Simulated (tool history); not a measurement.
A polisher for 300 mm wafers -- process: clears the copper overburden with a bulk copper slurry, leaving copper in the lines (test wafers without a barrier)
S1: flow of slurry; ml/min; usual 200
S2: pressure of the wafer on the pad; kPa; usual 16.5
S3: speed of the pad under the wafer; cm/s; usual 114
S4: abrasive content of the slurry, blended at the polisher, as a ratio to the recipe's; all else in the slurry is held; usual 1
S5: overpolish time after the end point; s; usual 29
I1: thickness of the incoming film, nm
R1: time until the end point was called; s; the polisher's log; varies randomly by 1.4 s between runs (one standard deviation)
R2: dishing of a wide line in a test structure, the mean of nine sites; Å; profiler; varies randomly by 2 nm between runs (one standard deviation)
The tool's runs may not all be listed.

run	hour	S1	S2	S3	S4	S5	I1	R1	R2
1	0	150	16.5	114	1	29	706.2	88	1010
2	76.6	150	16.5	114	1	29	710.3	91.2	1026
3	142	200	18.6	114	1	29	706.4	77.5	1154
4	209.7	200	18.6	114	1	29	707.1	75.2	1102
# hour 238.2: slurry blender recalibrated
# hour 251.7: head pressure recalibrated
# hour 308.3: worn pad replaced by a new one
5	314.7	200	16.5	114	1	29	703.3	82.1	1060
6	353	200	15.2	114	1	29	701	89	995
7	441.5	200	15.2	114	1	29	711.2	96	970
# hour 570.2: slurry blender recalibrated
# hour 593.2: slurry nozzle cleaned
# hour 643.1: worn pad replaced by a new one
8	668	200	15.2	114	1	29	702.6	90.3	998
9	754	200	16.5	114	1	41	700.3	80.4	1220
# hour 822.5: head pressure recalibrated
10	830.7	200	16.5	114	1	29	710.5	83.9	1056
11	919.9	200	16.5	114	1	29	713.6	83.6	1040
# hour 955.6: slurry blender recalibrated
# hour 1003.6: worn pad replaced by a new one
12	1079.7	235	16.5	114	1	29	714.1	82.2	1084
13	1177.9	250	16.5	142	1	29	716.6	67.8	1128
14	1250.4	200	16.5	114	1	29	702.2	82.1	1073
# hour 1292.7: slurry blender recalibrated
# hour 1326.7: slurry nozzle cleaned
15	1331.7	200	16.5	138	1	29	698.4	67.3	1158
16	1411.1	200	16.5	114	1	29	709	83.4	1054
# hour 1432.2: worn pad replaced by a new one
# hour 1437: head pressure recalibrated
17	1477	235	16.5	114	0.8	39	707.8	84.3	1205
18	1538.2	200	16.5	114	1	29	717.7	86.1	1016
19	1589.1	200	16.5	114	1	29	704.3	86.3	1051
20	1674.2	200	13.1	114	1.3	29	707.2	101.6	904
# hour 1732.3: slurry blender recalibrated
21	1745.6	200	16.5	114	0.75	29	710.7	84.7	1090
# hour 1814: worn pad replaced by a new one
22	1843	200	16.5	114	1	23	711.2	83.7	915

Run 23 has not been measured yet. What should we expect?
23	1919.4	200	16.5	142	1	29	718.7	?	?

R1: 71 s
R2: 1156 Å
Were there no unlogged condition in the tool, this run, its random variation unchanged, would have produced R1 66.7 s, R2 1184 Å.
